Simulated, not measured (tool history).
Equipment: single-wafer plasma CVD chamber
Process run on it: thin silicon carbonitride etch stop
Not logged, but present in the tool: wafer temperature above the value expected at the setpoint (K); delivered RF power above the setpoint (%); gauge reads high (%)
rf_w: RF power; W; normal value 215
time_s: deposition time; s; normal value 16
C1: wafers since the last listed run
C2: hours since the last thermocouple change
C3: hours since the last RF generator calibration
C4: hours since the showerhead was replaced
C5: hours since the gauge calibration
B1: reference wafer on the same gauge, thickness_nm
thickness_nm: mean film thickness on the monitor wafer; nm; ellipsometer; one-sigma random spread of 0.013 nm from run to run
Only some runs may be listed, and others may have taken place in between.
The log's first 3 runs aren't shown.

{"run": 4, "day": 3.217, "rf_w": 215, "time_s": 16, "C1": 825, "C2": 1108.8, "C3": 645.6, "C4": 2924.4, "C5": 590.8, "B1": 7.594, "thickness_nm": 8.836}
{"run": 5, "day": 4.062, "rf_w": 215, "time_s": 16, "C1": 731, "C2": 1129.1, "C3": 665.9, "C4": 2944.7, "C5": 611.1, "B1": 7.593, "thickness_nm": 8.848}
{"run": 6, "day": 5.046, "rf_w": 225, "time_s": 16, "C1": 850, "C2": 1152.7, "C3": 689.5, "C4": 2968.3, "C5": 634.7, "B1": 7.585, "thickness_nm": 8.936}
{"run": 7, "day": 5.725, "rf_w": 225, "time_s": 16, "C1": 587, "C2": 1169, "C3": 705.8, "C4": 2984.6, "C5": 651, "B1": 7.589, "thickness_nm": 8.965}
{"run": 8, "day": 6.408, "rf_w": 225, "time_s": 16, "C1": 591, "C2": 1185.4, "C3": 722.2, "C4": 3001, "C5": 667.4, "B1": 7.589, "thickness_nm": 8.949}
{"run": 9, "day": 7.175, "rf_w": 215, "time_s": 16, "C1": 663, "C2": 1203.8, "C3": 740.6, "C4": 3019.4, "C5": 685.8, "B1": 7.593, "thickness_nm": 8.817}
{"day": 7.929, "done": "thermocouple changed; heater temperature recalibrated"}
{"run": 10, "day": 7.95, "rf_w": 215, "time_s": 16, "C1": 382, "C2": 0.5, "C3": 759.2, "C4": 3038, "C5": 704.4, "B1": 7.591, "thickness_nm": 8.812}
{"run": 11, "day": 9.175, "rf_w": 215, "time_s": 16.8, "C1": 1059, "C2": 29.9, "C3": 788.6, "C4": 3067.4, "C5": 733.8, "B1": 7.597, "thickness_nm": 9.249}
{"run": 12, "day": 9.821, "rf_w": 215, "time_s": 16.8, "C1": 558, "C2": 45.4, "C3": 804.1, "C4": 3082.9, "C5": 749.3, "B1": 7.59, "thickness_nm": 9.229}
{"run": 13, "day": 10.908, "rf_w": 235, "time_s": 16, "C1": 940, "C2": 71.5, "C3": 830.2, "C4": 3109, "C5": 775.4, "B1": 7.587, "thickness_nm": 9.019}
{"run": 14, "day": 12.088, "rf_w": 235, "time_s": 16, "C1": 1020, "C2": 99.8, "C3": 858.5, "C4": 3137.3, "C5": 803.7, "B1": 7.596, "thickness_nm": 9.026}
{"day": 14.362, "done": "RF generator calibrated"}
{"run": 15, "day": 14.383, "rf_w": 235, "time_s": 16, "C1": 1697, "C2": 154.9, "C3": 0.5, "C4": 3192.4, "C5": 858.8, "B1": 7.587, "thickness_nm": 9.15}
{"run": 16, "day": 15.171, "rf_w": 235, "time_s": 13.1, "C1": 681, "C2": 173.8, "C3": 19.4, "C4": 3211.3, "C5": 877.7, "B1": 7.589, "thickness_nm": 7.485}
{"run": 17, "day": 15.767, "rf_w": 215, "time_s": 17.2, "C1": 515, "C2": 188.1, "C3": 33.7, "C4": 3225.6, "C5": 892, "B1": 7.591, "thickness_nm": 9.581}
{"run": 18, "day": 16.646, "rf_w": 250, "time_s": 14.7, "C1": 760, "C2": 209.2, "C3": 54.8, "C4": 3246.7, "C5": 913.1, "B1": 7.592, "thickness_nm": 8.559}

The next listed run, before its measurement:
{"run": 19, "day": 17.712, "rf_w": 235, "time_s": 15.1, "C1": 922, "C2": 234.8, "C3": 80.4, "C4": 3272.3, "C5": 938.7, "B1": "?", "thickness_nm": "?"}

{"run 19": {"B1": 7.586, "thickness_nm": 8.639}}
If the tool had no hidden condition, the same run with the same run-to-run variation would have returned thickness_nm 8.648 nm.
